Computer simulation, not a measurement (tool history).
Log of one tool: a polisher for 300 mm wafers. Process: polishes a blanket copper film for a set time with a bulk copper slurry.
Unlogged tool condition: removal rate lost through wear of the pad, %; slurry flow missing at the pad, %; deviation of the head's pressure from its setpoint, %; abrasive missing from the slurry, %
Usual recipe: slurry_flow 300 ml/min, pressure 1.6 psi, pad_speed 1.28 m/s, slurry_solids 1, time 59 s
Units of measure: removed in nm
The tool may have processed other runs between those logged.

run	hour	slurry_flow	pressure	pad_speed	slurry_solids	time	wafers since the last listed run	wafers polished on this pad	hours since the slurry nozzle was cleaned	hours since the head pressure was calibrated	hours since the slurry blender was calibrated	incoming thickness of the incoming film, nm	removed
1	0	350	1.6	1.28	1	59	0	147	210.3	917.2	418.6	2256.3	355.9
2	30.3	350	1.6	1.28	1	59	328	475	240.6	947.5	448.9	2267.3	363.2
# hour 43.9: slurry blender recalibrated
3	52.1	300	1.6	1.28	1	59	214	690	262.4	969.3	8.2	2260.9	344.9
4	71.8	300	1.6	1.28	1	59	213	904	282.1	989	27.9	2280.5	351.1
5	97.4	300	1.6	1.28	1	59	277	1182	307.7	1014.6	53.5	2280.4	345.1
6	131.7	300	1.6	1.28	1	59	372	1554	342	1048.9	87.8	2225.6	345.6
7	157	300	1.6	1.28	1	59	274	1829	367.3	1074.2	113.1	2272.4	342.9
8	170.2	300	1.6	1.28	1	59	143	1972	380.5	1087.4	126.3	2272.9	342.5
9	203.5	300	1.6	1.28	1	66	361	2334	413.8	1120.7	159.6	2238.1	378.3
# hour 207.5: worn pad replaced by a new one
10	218	300	1.6	1.28	1	66	113	113	428.3	1135.2	174.1	2233.1	385
11	322.7	300	1.6	1.28	1	66	1136	1249	533	1239.9	278.8	2220.3	379.8
12	411.6	300	1.6	1.28	1	67	964	2214	621.9	1328.8	367.7	2205.2	379.7
13	428.9	300	1.6	1.28	1	59	187	2402	639.2	1346.1	385	2257.5	337.1
# hour 445: worn pad replaced by a new one
14	445.5	380	1.6	1.54	1	59	136	5	655.8	1362.7	401.6	2232	392.3
# hour 456.4: head pressure recalibrated
15	469.1	375	1.9	1.28	0.9	47	234	240	679.4	12.7	425.2	2234.3	294.4
16	496.8	300	1.6	1.12	0.7	59	300	540	707.1	40.4	452.9	2204.5	260.1
# hour 508.9: slurry nozzle cleaned
# hour 521.9: slurry blender recalibrated
17	522.4	300	1.4	1.06	0.7	72	245	786	13.5	66	0.5	2271.1	304.3
18	546.1	365	1.6	0.88	0.8	59	257	1043	37.2	89.7	24.2	2251.5	249.4
19	570.1	300	2.1	1.28	1.25	59	260	1303	61.2	113.7	48.2	2231.1	449
# hour 622.1: worn pad replaced by a new one
20	672	300	1.6	1.28	1	59	1062	541	163.1	215.6	150.1	2215.4	359.5
21	695.3	300	1.6	1.28	1	59	252	794	186.4	238.9	173.4	2243.9	354
22	720.6	300	1.6	0.96	1	59	274	1069	211.7	264.2	198.7	2257.3	266.4
23	754.2	300	1.6	1.28	1	52	364	1433	245.3	297.8	232.3	2209.5	315.5

Forecast run 24:
24	771.5	300	1.1	1.16	1.1	73	187	1621	262.6	315.1	249.6	2256.7	?

Run 24 came out at removed 319.4 nm.
Were there no unlogged condition in the tool, this run, its random variation unchanged, would have produced removed 321.6 nm.

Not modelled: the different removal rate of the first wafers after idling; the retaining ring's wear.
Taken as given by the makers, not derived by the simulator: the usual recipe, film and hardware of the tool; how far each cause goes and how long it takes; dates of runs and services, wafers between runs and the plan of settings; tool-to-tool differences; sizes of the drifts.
